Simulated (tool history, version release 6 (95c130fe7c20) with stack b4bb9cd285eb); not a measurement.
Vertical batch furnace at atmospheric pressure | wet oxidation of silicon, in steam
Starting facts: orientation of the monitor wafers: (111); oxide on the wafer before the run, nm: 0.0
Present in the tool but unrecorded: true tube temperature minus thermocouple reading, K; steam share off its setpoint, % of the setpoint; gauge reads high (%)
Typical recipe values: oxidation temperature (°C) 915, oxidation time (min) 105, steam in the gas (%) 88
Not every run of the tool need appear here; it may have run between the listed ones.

| run | hour | oxidation temperature (°C) | oxidation time (min) | steam in the gas (%) | wafers since the last listed run | hours since the last temperature calibration | hours since the steam generator was serviced | hours since the gauge calibration | read-back reference wafer on the same gauge, thickness | oxide thickness on the monitor wafer (angstrom) |
|---|---|---|---|---|---|---|---|---|---|---|
| 1 | 0 | 915 | 105 | 88 | 0 | 2562.6 | 2512.3 | 316.1 | 331.53 | 3709.3 |
| 2 | 61.3 | 901 | 105 | 88 | 604 | 2623.9 | 2573.6 | 377.4 | 332.09 | 3188.6 |
| 3 | 91.8 | 901 | 105 | 88 | 300 | 2654.4 | 2604.1 | 407.9 | 332.31 | 3221.4 |
| 4 | 243.2 | 915 | 105 | 88 | 1492 | 2805.8 | 2755.5 | 559.3 | 331.17 | 3675.6 |
| 5 | 267.6 | 915 | 105 | 88 | 240 | 2830.2 | 2779.9 | 583.7 | 332.8 | 3670.6 |
| 6 | 292.4 | 915 | 105 | 88 | 244 | 2855 | 2804.7 | 608.5 | 330.96 | 3679 |
| 7 | 336.7 | 915 | 105 | 88 | 436 | 2899.3 | 2849 | 652.8 | 332.6 | 3626.5 |
| 8 | 386.2 | 915 | 105 | 88 | 487 | 2948.8 | 2898.5 | 702.3 | 331.53 | 3617.5 |
| 9 | 415.8 | 915 | 105 | 88 | 291 | 2978.4 | 2928.1 | 731.9 | 331.82 | 3616.8 |
| 10 | 461.7 | 915 | 142.5 | 97 | 452 | 3024.3 | 2974 | 777.8 | 332.33 | 4816 |
| 11 | 505 | 915 | 105 | 92 | 426 | 3067.6 | 3017.3 | 821.1 | 331.65 | 3741.9 |
| 12 | 555 | 915 | 105 | 88 | 492 | 3117.6 | 3067.3 | 871.1 | 332.2 | 3633.1 |
| 13 | 597 | 915 | 105 | 85 | 413 | 3159.6 | 3109.3 | 913.1 | 332 | 3538.7 |
| 14 | 658.4 | 915 | 105 | 85 | 605 | 3221 | 3170.7 | 974.5 | 331.96 | 3533.3 |
| 15 | 690.5 | 915 | 105 | 85 | 316 | 3253.1 | 3202.8 | 1006.6 | 331.77 | 3556.4 |
| 16 | 765.8 | 915 | 91.5 | 88 | 742 | 3328.4 | 3278.1 | 1081.9 | 332.73 | 3254.9 |
|  | 782.3 | gauge calibrated |
| 17 | 800.3 | 937 | 147 | 78 | 340 | 3362.9 | 3312.6 | 18 | 331.98 | 4925.7 |
| 18 | 864.8 | 915 | 105 | 88 | 635 | 3427.4 | 3377.1 | 82.5 | 332.02 | 3644 |
| 19 | 920.5 | 931 | 78.5 | 97 | 549 | 3483.1 | 3432.8 | 138.2 | 331.86 | 3556.6 |
| 20 | 987.4 | 915 | 65.5 | 76 | 659 | 3550 | 3499.7 | 205.1 | 331.96 | 2256.3 |
| 21 | 1011.5 | 903 | 105 | 88 | 237 | 3574.1 | 3523.8 | 229.2 | 331.98 | 3186.3 |
| 22 | 1054.7 | 897 | 129.5 | 82 | 425 | 3617.3 | 3567 | 272.4 | 331.58 | 3353.4 |
| 23 | 1085.9 | 915 | 151 | 88 | 307 | 3648.5 | 3598.2 | 303.6 | 331.67 | 4623.4 |
|  | 1126.3 | steam generator serviced |
| 24 | 1133.5 | 933 | 129.5 | 83 | 232 | 3696.1 | 7.2 | 351.2 | 331.94 | 4442.7 |
| 25 | 1171.9 | 915 | 125 | 88 | 378 | 3734.5 | 45.6 | 389.6 | 332.44 | 3925.4 |
| 26 | 1211.5 | 932 | 86 | 91 | 390 | 3774.1 | 85.2 | 429.2 | 332.07 | 3540.2 |
| 27 | 1235.6 | 931 | 151.5 | 78 | 237 | 3798.2 | 109.3 | 453.3 | 331.76 | 4675.7 |
|  | 1266.4 | thermocouples replaced and temperature profile calibrated |
| 28 | 1284.7 | 924 | 126.5 | 88 | 247 | 18.3 | 158.4 | 502.4 | 331.53 | 4279.3 |
| 29 | 1356.4 | 915 | 105 | 97 | 706 | 90 | 230.1 | 574.1 | 332.01 | 3721 |
| 30 | 1424.5 | 915 | 126.5 | 82 | 671 | 158.1 | 298.2 | 642.2 | 331.43 | 3758.8 |
|  | 1490 | steam generator serviced, repeated, since the last time left the tool worse |
| 31 | 1558.7 | 896 | 127.5 | 88 | 1086 | 292.3 | 68.7 | 776.4 | 331.96 | 3636.6 |
| 32 | 1615.9 | 895 | 143.5 | 80 | 563 | 349.5 | 125.9 | 833.6 | 331.6 | 3596.8 |
| 33 | 1798.6 | 934 | 140.5 | 81 | 1800 | 532.2 | 308.6 | 1016.3 | 331.97 | 5018.5 |
| 34 | 1860.3 | 915 | 105 | 88 | 608 | 593.9 | 370.3 | 1078 | 332.12 | 3701.1 |
| 35 | 1903.9 | 915 | 105 | 88 | 429 | 637.5 | 413.9 | 1121.6 | 333.04 | 3710.8 |
|  | 1913.7 | gauge calibrated |
| 36 | 1931.1 | 915 | 105 | 88 | 268 | 664.7 | 441.1 | 17.4 | 331.83 | 3722.2 |
| 37 | 1988 | 915 | 105 | 88 | 560 | 721.6 | 498 | 74.3 | 331.79 | 3701.4 |
| 38 | 2046 | 921 | 105 | 81 | 571 | 779.6 | 556 | 132.3 | 331.19 | 3716.1 |

Give the tool's hidden conditions for every run:
true tube temperature minus thermocouple reading, K: 0 on each run
gauge reads high (%): 0 on each run
H1: steam share off its setpoint, % of the setpoint
| run | H1 |
|---|---|
| 1 | -2.87 |
| 2 | -3 |
| 3 | -3.07 |
| 4 | -3.41 |
| 5 | -3.47 |
| 6 | -3.53 |
| 7 | -3.63 |
| 8 | -3.75 |
| 9 | -3.83 |
| 10 | -3.94 |
| 11 | -4.05 |
| 12 | -4.18 |
| 13 | -4.29 |
| 14 | -4.45 |
| 15 | -4.54 |
| 16 | -4.75 |
| 17 | -4.84 |
| 18 | -5.02 |
| 19 | -5.18 |
| 20 | -5.38 |
| 21 | -5.45 |
| 22 | -5.58 |
| 23 | -5.68 |
| 24 | -10.3 |
| 25 | -10.3 |
| 26 | -10.3 |
| 27 | -10.4 |
| 28 | -10.4 |
| 29 | -10.4 |
| 30 | -10.4 |
| 31 | -0.394 |
| 32 | -0.399 |
| 33 | -0.433 |
| 34 | -0.451 |
| 35 | -0.465 |
| 36 | -0.475 |
| 37 | -0.497 |
| 38 | -0.523 |

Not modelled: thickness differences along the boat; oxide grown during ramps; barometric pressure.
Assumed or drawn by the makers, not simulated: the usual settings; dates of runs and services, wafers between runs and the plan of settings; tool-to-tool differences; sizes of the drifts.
